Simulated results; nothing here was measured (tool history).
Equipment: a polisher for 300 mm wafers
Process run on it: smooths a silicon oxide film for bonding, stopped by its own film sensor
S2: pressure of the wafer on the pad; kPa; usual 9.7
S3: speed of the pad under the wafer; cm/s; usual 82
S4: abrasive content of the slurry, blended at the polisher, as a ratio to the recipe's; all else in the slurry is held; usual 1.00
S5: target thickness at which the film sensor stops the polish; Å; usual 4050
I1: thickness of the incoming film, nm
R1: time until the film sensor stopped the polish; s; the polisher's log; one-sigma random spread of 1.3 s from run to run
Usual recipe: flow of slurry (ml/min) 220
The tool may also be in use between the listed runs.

run 1 hour=0.0 | flow_of_slurry_(ml/min)=220 S2=9.7 S3=82 S4=1.00 S5=4050 | I1=437.9 | R1=75.7
run 2 hour=12.9 | flow_of_slurry_(ml/min)=220 S2=9.7 S3=82 S4=1.00 S5=4050 | I1=446.9 | R1=95.5
run 3 hour=29.0 | flow_of_slurry_(ml/min)=220 S2=9.7 S3=82 S4=1.00 S5=4050 | I1=437.1 | R1=74.7
-- hour=38.1 worn pad replaced by a new one
run 4 hour=38.6 | flow_of_slurry_(ml/min)=220 S2=9.7 S3=82 S4=1.00 S5=4050 | I1=442.6 | R1=82.9
run 5 hour=43.9 | flow_of_slurry_(ml/min)=200 S2=9.7 S3=82 S4=1.00 S5=4050 | I1=440.0 | R1=76.7
run 6 hour=57.1 | flow_of_slurry_(ml/min)=200 S2=9.7 S3=82 S4=1.00 S5=4050 | I1=437.2 | R1=73.9
run 7 hour=73.2 | flow_of_slurry_(ml/min)=200 S2=9.7 S3=82 S4=1.00 S5=4050 | I1=434.0 | R1=66.5
-- hour=91.8 head pressure recalibrated
run 8 hour=92.3 | flow_of_slurry_(ml/min)=220 S2=10.3 S3=82 S4=1.00 S5=4050 | I1=444.1 | R1=82.2
run 9 hour=104.6 | flow_of_slurry_(ml/min)=220 S2=9.7 S3=82 S4=1.00 S5=3980 | I1=436.6 | R1=90.1
-- hour=113.3 worn pad replaced by a new one
run 10 hour=122.3 | flow_of_slurry_(ml/min)=220 S2=9.7 S3=82 S4=1.00 S5=3980 | I1=440.8 | R1=109.8
run 11 hour=137.8 | flow_of_slurry_(ml/min)=290 S2=9.7 S3=106 S4=1.25 S5=4050 | I1=439.1 | R1=65.1
run 12 hour=145.7 | flow_of_slurry_(ml/min)=175 S2=7.6 S3=82 S4=1.00 S5=4050 | I1=444.9 | R1=134.6
run 13 hour=158.7 | flow_of_slurry_(ml/min)=220 S2=9.7 S3=94 S4=1.30 S5=3930 | I1=440.0 | R1=97.4
-- hour=166.0 slurry nozzle cleaned
run 14 hour=169.8 | flow_of_slurry_(ml/min)=220 S2=11.7 S3=102 S4=1.00 S5=4050 | I1=439.5 | R1=65.3
-- hour=174.1 worn pad replaced by a new one, repeated, since the last time left the tool worse
run 15 hour=182.9 | flow_of_slurry_(ml/min)=220 S2=9.7 S3=82 S4=1.00 S5=4050 | I1=432.7 | R1=61.3
run 16 hour=199.3 | flow_of_slurry_(ml/min)=245 S2=7.6 S3=82 S4=1.15 S5=4150 | I1=435.6 | R1=53.6
-- hour=210.1 slurry blender recalibrated
run 17 hour=215.8 | flow_of_slurry_(ml/min)=275 S2=9.7 S3=60 S4=0.80 S5=4050 | I1=435.4 | R1=88.5
run 18 hour=228.3 | flow_of_slurry_(ml/min)=220 S2=11.7 S3=102 S4=1.00 S5=4050 | I1=438.5 | R1=55.4
run 19 hour=244.2 | flow_of_slurry_(ml/min)=220 S2=9.7 S3=82 S4=1.00 S5=4050 | I1=439.5 | R1=81.6
run 20 hour=255.6 | flow_of_slurry_(ml/min)=220 S2=9.7 S3=82 S4=1.00 S5=4050 | I1=440.2 | R1=84.1
-- hour=267.3 worn pad replaced by a new one
run 21 hour=267.8 | flow_of_slurry_(ml/min)=220 S2=9.7 S3=82 S4=1.00 S5=3970 | I1=436.9 | R1=85.5

Hidden state, per run?
slurry flow missing at the pad, %: 0, the same for each run
deviation of the head's pressure from its setpoint, %: 0, the same for each run
abrasive missing from the slurry, %: 0, the same for each run
H1: removal rate lost through wear of the pad, %
run=1 H1=3.89
run=2 H1=4.84
run=3 H1=6.02
run=4 H1=0.834
run=5 H1=1.22
run=6 H1=2.19
run=7 H1=3.36
run=8 H1=4.76
run=9 H1=5.66
run=10 H1=11.8
run=11 H1=13
run=12 H1=13.5
run=13 H1=14.5
run=14 H1=15.3
run=15 H1=1.02
run=16 H1=2.22
run=17 H1=3.42
run=18 H1=4.34
run=19 H1=5.5
run=20 H1=6.33
run=21 H1=0.402
